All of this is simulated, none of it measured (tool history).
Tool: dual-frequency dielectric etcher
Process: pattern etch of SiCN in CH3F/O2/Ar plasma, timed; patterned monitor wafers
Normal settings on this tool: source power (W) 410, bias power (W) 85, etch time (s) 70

run	day	source power (W)	bias power (W)	etch time (s)	wafers since the last listed run	hours since the last wet clean	hours since the last source power generator calibration	hours since the last bias power generator calibration	hours since the last upper electrode change	hours since the gauge calibration	read-back reference wafer on the same gauge, depth_nm	mean etch depth across the wafer (nm)
1	0	450	85	70	0	33	2929.8	1817.6	2722.8	87.2	24.71	29.03
2	1.396	450	85	70	286	66.5	2963.3	1851.1	2756.3	120.7	24.72	29.2
3	2.579	410	85	70	242	94.9	2991.7	1879.5	2784.7	149.1	24.76	28.26
4	3.617	410	85	55	212	119.8	3016.6	1904.4	2809.6	174	24.78	22.21
5	4.988	440	85	70	281	152.7	3049.5	1937.3	2842.5	206.9	24.77	28.9
6	9.233	440	85	70	871	254.6	3151.4	2039.2	2944.4	308.8	24.92	29.15
7	10.892	440	85	70	340	294.4	3191.2	2079	2984.2	348.6	24.91	29.06
# day 14.396: upper electrode replaced
8	15.608	410	85	75	762	407.6	3304.4	2192.2	29.1	461.8	25.01	30.57
9	16.9	410	85	75	264	438.6	3335.4	2223.2	60.1	492.8	25.05	30.65
# day 18.158: source power generator calibrated
# day 18.25: wet clean of the chamber
10	18.271	470	85	76.5	228	0.5	2.7	2256.1	93	525.7	25.05	32.66
# day 19.346: gauge calibrated
11	19.375	470	85	76.5	226	27	29.2	2282.6	119.5	0.7	24.72	32.44
# day 20.162: bias power generator calibrated
12	20.796	340	85	83.5	257	61.1	63.3	15.2	153.6	34.8	24.77	31.52
13	23.183	450	103	61.5	489	118.4	120.6	72.5	210.9	92.1	24.8	27.5
14	25.75	410	85	55	526	180	182.2	134.1	272.5	153.7	24.85	22.21
15	27.904	450	74	55	441	231.7	233.9	185.8	324.2	205.4	24.9	21.98
16	30.521	410	85	70	536	294.5	296.7	248.6	387	268.2	24.95	28.26
17	32.229	470	106	70	350	335.5	337.7	289.6	428	309.2	24.99	32.45
18	34.896	410	67	90.5	547	399.5	401.7	353.6	492	373.2	25.06	33.85
19	36.538	450	65	84	336	438.9	441.1	393	531.4	412.6	25.09	32.32
# day 38.383: wet clean of the chamber
20	38.446	450	85	62.5	186	1.5	486.9	438.8	577.2	458.4	25.14	26.48
21	40.183	410	102	60	356	43.2	528.6	480.5	618.9	500.1	25.16	26.27
22	41.246	410	85	70	217	68.7	554.1	506	644.4	525.6	25.18	28.67
23	42.258	410	85	70	207	93	578.4	530.3	668.7	549.9	25.21	28.56

What if the next run were any one of these 5? Each begins from the tool's condition after run 23:
A	42.275	410	85	59	3	93.4	578.8	530.7	669.1	550.3	?	?
B	42.275	480	99	62	3	93.4	578.8	530.7	669.1	550.3	?	?
C	42.275	440	66	84	3	93.4	578.8	530.7	669.1	550.3	?	?
D	42.275	470	101	89.5	3	93.4	578.8	530.7	669.1	550.3	?	?
E	42.275	500	64	81	3	93.4	578.8	530.7	669.1	550.3	?	?

run	read-back reference wafer on the same gauge, depth_nm	mean etch depth across the wafer (nm)
A	25.23	24.11
B	25.23	28.3
C	25.23	32.29
D	25.23	40.84
E	25.23	32.3
Without the tool's hidden state the same runs would have given:
run	mean etch depth across the wafer (nm)
A	23.62
B	27.73
C	31.64
D	40.02
E	31.65

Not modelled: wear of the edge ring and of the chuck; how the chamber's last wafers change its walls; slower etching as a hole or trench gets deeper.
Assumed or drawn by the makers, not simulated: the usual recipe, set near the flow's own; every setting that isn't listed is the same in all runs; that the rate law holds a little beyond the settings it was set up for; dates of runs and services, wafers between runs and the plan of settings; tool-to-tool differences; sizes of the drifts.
